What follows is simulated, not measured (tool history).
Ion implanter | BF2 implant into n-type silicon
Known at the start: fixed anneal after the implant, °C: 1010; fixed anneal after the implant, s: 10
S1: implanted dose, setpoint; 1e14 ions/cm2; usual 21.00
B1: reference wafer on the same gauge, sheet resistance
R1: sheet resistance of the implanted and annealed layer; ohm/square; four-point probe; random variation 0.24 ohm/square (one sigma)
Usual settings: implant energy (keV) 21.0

{"run": 1, "hour": 0.0, "S1": 24.98, "implant energy (keV)": 21.0, "B1": 181.12, "R1": 156.09}
{"run": 2, "hour": 17.1, "S1": 24.98, "implant energy (keV)": 21.0, "B1": 180.99, "R1": 156.02}
{"run": 3, "hour": 48.3, "S1": 25.3, "implant energy (keV)": 21.0, "B1": 180.92, "R1": 155.62}
{"run": 4, "hour": 60.7, "S1": 21.0, "implant energy (keV)": 21.0, "B1": 180.83, "R1": 158.61}
{"run": 5, "hour": 80.1, "S1": 21.0, "implant energy (keV)": 21.0, "B1": 180.79, "R1": 158.65}
{"run": 6, "hour": 185.4, "S1": 24.49, "implant energy (keV)": 25.5, "B1": 180.38, "R1": 140.77}
{"run": 7, "hour": 242.1, "S1": 24.49, "implant energy (keV)": 25.5, "B1": 180.02, "R1": 140.72}
{"run": 8, "hour": 277.7, "S1": 24.49, "implant energy (keV)": 25.5, "B1": 179.9, "R1": 140.61}
{"run": 9, "hour": 300.9, "S1": 21.0, "implant energy (keV)": 22.5, "B1": 179.73, "R1": 152.01}
{"run": 10, "hour": 329.2, "S1": 21.0, "implant energy (keV)": 22.5, "B1": 179.56, "R1": 151.7}
{"run": 11, "hour": 342.9, "S1": 21.0, "implant energy (keV)": 22.5, "B1": 179.47, "R1": 151.99}
{"run": 12, "hour": 421.0, "S1": 21.0, "implant energy (keV)": 21.0, "B1": 178.92, "R1": 156.79}
{"run": 13, "hour": 447.6, "S1": 21.0, "implant energy (keV)": 21.0, "B1": 178.88, "R1": 156.5}
{"run": 14, "hour": 470.7, "S1": 21.0, "implant energy (keV)": 21.0, "B1": 178.74, "R1": 156.33}
{"run": 15, "hour": 487.5, "S1": 23.27, "implant energy (keV)": 21.0, "B1": 178.54, "R1": 155.07}
{"hour": 499.3, "done": "gauge calibrated"}
{"run": 16, "hour": 500.9, "S1": 27.09, "implant energy (keV)": 23.5, "B1": 181.61, "R1": 146.97}
{"run": 17, "hour": 536.4, "S1": 26.52, "implant energy (keV)": 25.5, "B1": 181.72, "R1": 141.06}
{"run": 18, "hour": 565.1, "S1": 26.84, "implant energy (keV)": 21.0, "B1": 181.64, "R1": 155.53}
{"hour": 574.7, "done": "extraction supply calibrated"}
{"run": 19, "hour": 599.8, "S1": 21.0, "implant energy (keV)": 21.0, "B1": 181.59, "R1": 158.59}
{"run": 20, "hour": 615.0, "S1": 25.42, "implant energy (keV)": 21.0, "B1": 181.62, "R1": 156.19}
{"run": 21, "hour": 638.6, "S1": 22.86, "implant energy (keV)": 25.5, "B1": 181.58, "R1": 142.71}
{"hour": 651.3, "done": "Faraday cup replaced and dose calibrated"}
{"run": 22, "hour": 660.4, "S1": 23.36, "implant energy (keV)": 19.0, "B1": 181.64, "R1": 165.63}
{"run": 23, "hour": 685.1, "S1": 15.75, "implant energy (keV)": 26.5, "B1": 181.53, "R1": 145.23}
{"run": 24, "hour": 710.2, "S1": 17.33, "implant energy (keV)": 25.0, "B1": 181.45, "R1": 147.97}
{"run": 25, "hour": 723.0, "S1": 24.49, "implant energy (keV)": 25.5, "B1": 181.45, "R1": 141.49}
{"run": 26, "hour": 735.9, "S1": 23.32, "implant energy (keV)": 14.5, "B1": 181.47, "R1": 187.51}
{"run": 27, "hour": 771.3, "S1": 15.09, "implant energy (keV)": 14.0, "B1": 181.44, "R1": 202.08}
{"run": 28, "hour": 851.5, "S1": 17.27, "implant energy (keV)": 21.0, "B1": 181.24, "R1": 161.72}
{"run": 29, "hour": 869.4, "S1": 21.0, "implant energy (keV)": 21.0, "B1": 181.17, "R1": 158.61}

Measured less the same run without the tool's hidden state. The same run-to-run variation is in both; the gauge's scatter may not be:
The hidden state here: deviation of the true dose from the Faraday cup's reading, %; deviation of the true energy from its setpoint, %; gauge reads high (%).
run=1 R1=-0.76
run=2 R1=-0.81
run=3 R1=-0.91
run=4 R1=-0.97
run=5 R1=-1.03
run=6 R1=-1.28
run=7 R1=-1.51
run=8 R1=-1.66
run=9 R1=-1.91
run=10 R1=-2.03
run=11 R1=-2.11
run=12 R1=-2.61
run=13 R1=-2.77
run=14 R1=-2.91
run=15 R1=-2.98
run=16 R1=-0.27
run=17 R1=-0.26
run=18 R1=-0.30
run=19 R1=-0.33
run=20 R1=-0.34
run=21 R1=-0.32
run=22 R1=-0.40
run=23 R1=-0.37
run=24 R1=-0.41
run=25 R1=-0.41
run=26 R1=-0.57
run=27 R1=-0.68
run=28 R1=-0.71
run=29 R1=-0.74
